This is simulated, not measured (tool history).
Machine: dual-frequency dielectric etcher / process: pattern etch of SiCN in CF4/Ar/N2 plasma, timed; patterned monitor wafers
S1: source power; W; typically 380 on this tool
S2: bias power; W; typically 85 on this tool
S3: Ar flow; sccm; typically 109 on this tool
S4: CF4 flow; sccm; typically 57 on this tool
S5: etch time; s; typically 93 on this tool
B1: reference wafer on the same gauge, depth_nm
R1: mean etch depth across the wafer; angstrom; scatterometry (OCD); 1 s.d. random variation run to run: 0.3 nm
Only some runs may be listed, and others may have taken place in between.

run	hour	S1	S2	S3	S4	S5	B1	R1
1	0.0	380	85	109	65	93	78.7	698
2	32.5	380	85	109	65	93	78.8	693
3	63.3	440	75	109	57	93	78.7	768
4	102.8	440	75	109	57	93	78.7	770
5	144.9	440	75	109	57	93	78.7	777
# hour 184.2: source power generator calibrated
# hour 192.6: upper electrode replaced
6	193.1	380	85	109	67	93	78.7	696
7	222.1	380	85	94	57	93	78.8	704
# hour 237.8: gauge calibrated
# hour 327.5: CF4 flow controller replaced
# hour 330.1: Ar flow controller replaced
# hour 337.7: bias power generator calibrated
# hour 344.0: wet clean of the chamber
8	344.5	330	85	109	57	69	78.7	437

The next listed run, before its measurement:
9	365.9	460	102	109	48	100	?	?

{"run 9": {"B1": 78.6, "R1": 934}}
Had the tool carried no hidden state, the very same run would have given R1 934 angstrom.
